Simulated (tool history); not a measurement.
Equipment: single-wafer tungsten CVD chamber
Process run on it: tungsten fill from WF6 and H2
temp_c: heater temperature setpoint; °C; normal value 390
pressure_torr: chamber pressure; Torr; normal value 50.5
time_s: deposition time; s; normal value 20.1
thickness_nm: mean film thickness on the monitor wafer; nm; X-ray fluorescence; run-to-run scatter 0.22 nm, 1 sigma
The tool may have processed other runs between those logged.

run,hour,temp_c,pressure_torr,time_s,"read-back reference wafer on the same gauge, thickness_nm",thickness_nm
1,0.0,390,57.8,20.1,53.334,65.758
2,12.1,390,57.8,20.1,53.415,65.730
# hour 32.2: capacitance manometer re-zeroed and calibrated
3,40.0,390,50.5,20.1,53.355,64.261
4,57.4,390,50.5,20.1,53.380,63.703
5,81.1,390,50.5,20.1,53.342,63.874
6,99.3,390,50.5,20.1,53.440,63.415
7,118.4,390,50.5,20.1,53.408,63.286
8,151.2,390,50.5,20.1,53.400,63.066
9,177.9,390,50.5,20.1,53.402,63.134
10,198.4,390,50.5,23.8,53.421,74.401
11,210.6,395,50.5,22.5,53.365,76.569
12,231.5,377,40.6,16.8,53.375,37.084
13,246.0,384,50.5,16.9,53.452,47.553
# hour 268.5: thermocouple changed; heater temperature recalibrated
14,353.0,378,50.5,23.7,53.376,57.177
# hour 366.1: gauge calibrated
15,367.4,402,59.9,23.1,53.360,92.040
16,400.4,390,50.5,20.1,53.362,60.126
17,436.2,397,38.3,20.1,53.358,57.482
18,458.0,396,60.6,17.4,53.376,63.485
19,477.7,390,50.5,23.7,53.353,71.363
# hour 513.0: showerhead replaced
20,513.5,376,42.3,21.6,53.411,45.828
21,544.8,390,57.8,20.1,53.396,64.957
22,564.0,384,50.5,22.9,53.444,62.115
23,576.5,390,50.5,20.1,53.371,60.576
24,610.2,390,40.9,21.6,53.370,57.600
25,642.7,390,60.5,20.1,53.416,66.193
26,676.7,390,50.5,20.1,53.410,60.334
27,690.9,396,40.5,17.9,53.342,52.344
28,705.1,395,50.5,20.1,53.459,65.554
29,722.4,390,50.5,20.1,53.339,60.414
30,749.1,385,50.5,20.1,53.412,55.557
31,767.6,380,55.2,18.2,53.335,48.407
32,783.4,380,43.3,18.5,53.344,42.860
33,805.3,390,56.5,23.6,53.409,75.182
34,817.8,390,50.5,18.5,53.307,55.592

What if the next run were any one of these 4? Each begins from the tool's condition after run 34:
A,818.2,390,58.5,20.1,?,?
B,818.2,390,50.5,21.5,?,?
C,818.2,385,50.5,22.7,?,?
D,818.2,386,50.5,20.1,?,?

run,"read-back reference wafer on the same gauge, thickness_nm",thickness_nm
A,53.379,65.435
B,53.379,64.764
C,53.379,62.801
D,53.379,56.549
Stripped of hidden state, with their random variation kept, the same runs would have yielded:
run,thickness_nm
A,65.656
B,65.048
C,63.000
D,56.733
